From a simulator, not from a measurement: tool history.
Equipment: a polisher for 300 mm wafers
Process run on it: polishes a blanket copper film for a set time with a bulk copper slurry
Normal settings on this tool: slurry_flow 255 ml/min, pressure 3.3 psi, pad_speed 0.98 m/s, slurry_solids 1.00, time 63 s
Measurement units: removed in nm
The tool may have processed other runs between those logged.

run,day,slurry_flow,pressure,pad_speed,slurry_solids,time,"incoming thickness of the incoming film, nm",removed
1,0.000,255,3.3,0.98,1.20,63,4010.1,651.6
2,2.975,255,3.3,0.98,1.00,63,3892.5,622.1
3,6.325,255,3.3,0.98,1.00,63,3973.9,617.1
# day 7.000: head pressure recalibrated
4,8.908,255,3.3,0.98,1.00,63,4012.5,621.9
# day 10.212: slurry nozzle cleaned
5,13.333,255,2.4,0.98,1.00,63,4001.1,452.7
# day 14.558: worn pad replaced by a new one
6,16.279,255,2.4,0.98,1.00,63,3946.0,455.9
# day 17.538: slurry blender recalibrated
7,20.158,255,2.4,0.98,1.00,63,3907.5,428.4
8,22.412,300,3.3,0.98,1.00,63,3867.0,604.3
9,26.046,300,3.3,0.98,1.00,63,3883.9,575.8
# day 31.071: slurry nozzle cleaned
10,32.529,255,3.3,0.98,1.00,63,3932.9,577.1
# day 36.025: worn pad replaced by a new one
# day 38.512: slurry blender recalibrated, repeated, since the last time left the tool worse
11,42.296,255,3.3,0.76,1.00,63,3958.1,486.7
12,45.475,255,3.3,0.76,1.00,63,3953.2,485.2
# day 47.104: slurry nozzle cleaned
13,47.667,255,3.3,0.76,1.00,63,3917.4,493.5
14,50.671,255,2.3,1.14,0.85,63,3913.2,493.1
15,52.483,295,3.3,0.98,1.00,63,3950.6,628.3
# day 53.517: worn pad replaced by a new one
16,56.379,200,3.3,0.98,1.10,54,4017.6,527.3
# day 59.267: slurry blender recalibrated
17,59.717,255,3.3,1.24,1.00,63,3927.3,827.5
18,63.975,205,4.1,0.98,1.00,63,3960.0,765.1
# day 64.667: slurry nozzle cleaned
# day 65.912: head pressure recalibrated
19,65.933,305,3.3,0.98,1.15,52,3965.1,546.4
20,68.879,255,3.8,0.98,1.00,63,3954.2,730.7
21,71.521,255,2.4,0.98,1.00,63,4020.6,450.9
# day 72.696: worn pad replaced by a new one
22,75.371,255,3.3,0.98,1.00,63,3868.5,613.7
23,80.092,255,3.3,0.98,1.00,63,3898.4,639.3
# day 80.421: slurry blender recalibrated
# day 81.871: slurry nozzle cleaned
24,88.096,280,2.6,1.22,1.00,43,3987.0,436.5
25,89.804,255,3.3,0.80,1.00,63,3911.4,519.0
# day 92.725: worn pad replaced by a new one
26,94.138,305,3.3,1.28,0.80,63,3892.4,782.5

What if the next run were any one of these 4? Each begins from the tool's condition after run 26:
A,94.154,255,3.3,0.98,1.00,63,3989.1,?
B,94.154,255,3.3,0.98,1.25,63,3989.1,?
C,94.154,180,3.3,0.98,0.75,63,3989.1,?
D,94.154,185,3.7,0.98,1.00,63,3989.1,?

run,removed
A,624.9
B,655.1
C,569.1
D,678.8
With no hidden state in the tool, these same runs would have given:
run,removed
A,646.0
B,677.8
C,587.7
D,701.7
